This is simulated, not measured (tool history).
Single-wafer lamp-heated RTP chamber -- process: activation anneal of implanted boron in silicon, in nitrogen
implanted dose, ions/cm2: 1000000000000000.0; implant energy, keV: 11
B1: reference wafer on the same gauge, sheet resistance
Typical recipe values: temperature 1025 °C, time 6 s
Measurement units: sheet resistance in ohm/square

{"run": 1, "day": 0.0, "temperature": 1025, "time": 6, "B1": 109.98, "sheet resistance": 120.46}
{"run": 2, "day": 0.283, "temperature": 1025, "time": 6, "B1": 110.02, "sheet resistance": 120.97}
{"day": 0.475, "done": "gauge calibrated"}
{"run": 3, "day": 0.808, "temperature": 1025, "time": 6, "B1": 109.97, "sheet resistance": 120.73}
{"run": 4, "day": 1.404, "temperature": 1025, "time": 6, "B1": 110.0, "sheet resistance": 119.81}
{"run": 5, "day": 1.979, "temperature": 1031, "time": 5, "B1": 109.95, "sheet resistance": 119.84}
{"run": 6, "day": 2.458, "temperature": 1031, "time": 5, "B1": 109.99, "sheet resistance": 119.55}
{"run": 7, "day": 2.946, "temperature": 1040, "time": 6, "B1": 109.97, "sheet resistance": 117.26}
{"run": 8, "day": 3.388, "temperature": 1025, "time": 6, "B1": 110.04, "sheet resistance": 120.82}
{"run": 9, "day": 3.8, "temperature": 1025, "time": 6, "B1": 110.05, "sheet resistance": 120.11}
{"run": 10, "day": 4.504, "temperature": 1025, "time": 6, "B1": 109.89, "sheet resistance": 120.47}
{"run": 11, "day": 4.988, "temperature": 1025, "time": 6, "B1": 110.07, "sheet resistance": 119.85}
{"run": 12, "day": 5.479, "temperature": 1025, "time": 6, "B1": 110.06, "sheet resistance": 119.29}
{"run": 13, "day": 5.754, "temperature": 1025, "time": 6, "B1": 110.0, "sheet resistance": 119.32}
{"run": 14, "day": 6.175, "temperature": 1025, "time": 6, "B1": 110.05, "sheet resistance": 119.26}
{"run": 15, "day": 6.546, "temperature": 1025, "time": 6, "B1": 109.98, "sheet resistance": 118.86}
{"day": 7.033, "done": "reflector plate cleaned"}
{"day": 7.354, "done": "pyrometer window cleaned and pyrometer calibrated"}
{"run": 16, "day": 7.375, "temperature": 1032, "time": 6, "B1": 109.97, "sheet resistance": 120.58}
{"run": 17, "day": 7.458, "temperature": 1025, "time": 6, "B1": 109.97, "sheet resistance": 120.82}
{"run": 18, "day": 8.058, "temperature": 1025, "time": 6, "B1": 110.03, "sheet resistance": 121.47}
{"run": 19, "day": 8.625, "temperature": 1025, "time": 6, "B1": 110.01, "sheet resistance": 121.15}
{"run": 20, "day": 9.058, "temperature": 1031, "time": 5, "B1": 110.04, "sheet resistance": 120.59}
{"run": 21, "day": 9.35, "temperature": 1050, "time": 5, "B1": 109.98, "sheet resistance": 117.57}
{"run": 22, "day": 9.692, "temperature": 1034, "time": 8, "B1": 110.02, "sheet resistance": 118.53}
{"run": 23, "day": 10.346, "temperature": 1025, "time": 5, "B1": 110.0, "sheet resistance": 122.18}
{"run": 24, "day": 10.983, "temperature": 1034, "time": 9, "B1": 110.11, "sheet resistance": 118.69}
{"run": 25, "day": 11.292, "temperature": 1025, "time": 5, "B1": 110.03, "sheet resistance": 121.77}
{"run": 26, "day": 11.858, "temperature": 1055, "time": 4, "B1": 109.99, "sheet resistance": 117.27}
{"day": 12.104, "done": "gauge calibrated"}
{"run": 27, "day": 12.133, "temperature": 1046, "time": 4, "B1": 109.94, "sheet resistance": 118.7}
{"run": 28, "day": 12.667, "temperature": 998, "time": 5, "B1": 109.97, "sheet resistance": 131.02}
{"run": 29, "day": 13.292, "temperature": 1017, "time": 7, "B1": 110.02, "sheet resistance": 122.6}
{"run": 30, "day": 13.562, "temperature": 1007, "time": 9, "B1": 109.99, "sheet resistance": 123.9}
{"run": 31, "day": 13.829, "temperature": 1041, "time": 3, "B1": 110.09, "sheet resistance": 120.0}
{"run": 32, "day": 15.933, "temperature": 996, "time": 3, "B1": 109.96, "sheet resistance": 132.34}
{"run": 33, "day": 16.571, "temperature": 1025, "time": 6, "B1": 110.06, "sheet resistance": 120.75}

For each run, the measured value with the value that run would have given without the tool's hidden condition subtracted. The run-to-run variation is shared by both, the gauge scatter possibly not:
Hidden state present: true wafer temperature minus pyrometer reading, K; wafer temperature error from the tarnished reflector plate, K; gauge reads high (%).
run=1 sheet_resistance=-0.89
run=2 sheet_resistance=-0.94
run=3 sheet_resistance=-1.06
run=4 sheet_resistance=-1.19
run=5 sheet_resistance=-1.20
run=6 sheet_resistance=-1.32
run=7 sheet_resistance=-1.11
run=8 sheet_resistance=-1.70
run=9 sheet_resistance=-1.80
run=10 sheet_resistance=-2.01
run=11 sheet_resistance=-2.15
run=12 sheet_resistance=-2.28
run=13 sheet_resistance=-2.37
run=14 sheet_resistance=-2.49
run=15 sheet_resistance=-2.60
run=16 sheet_resistance=-0.20
run=17 sheet_resistance=-0.24
run=18 sheet_resistance=-0.25
run=19 sheet_resistance=-0.26
run=20 sheet_resistance=-0.25
run=21 sheet_resistance=-0.19
run=22 sheet_resistance=-0.24
run=23 sheet_resistance=-0.41
run=24 sheet_resistance=-0.32
run=25 sheet_resistance=-0.51
run=26 sheet_resistance=-0.32
run=27 sheet_resistance=-0.41
run=28 sheet_resistance=-1.67
run=29 sheet_resistance=-0.94
run=30 sheet_resistance=-1.27
run=31 sheet_resistance=-0.73
run=32 sheet_resistance=-3.65
run=33 sheet_resistance=-1.51
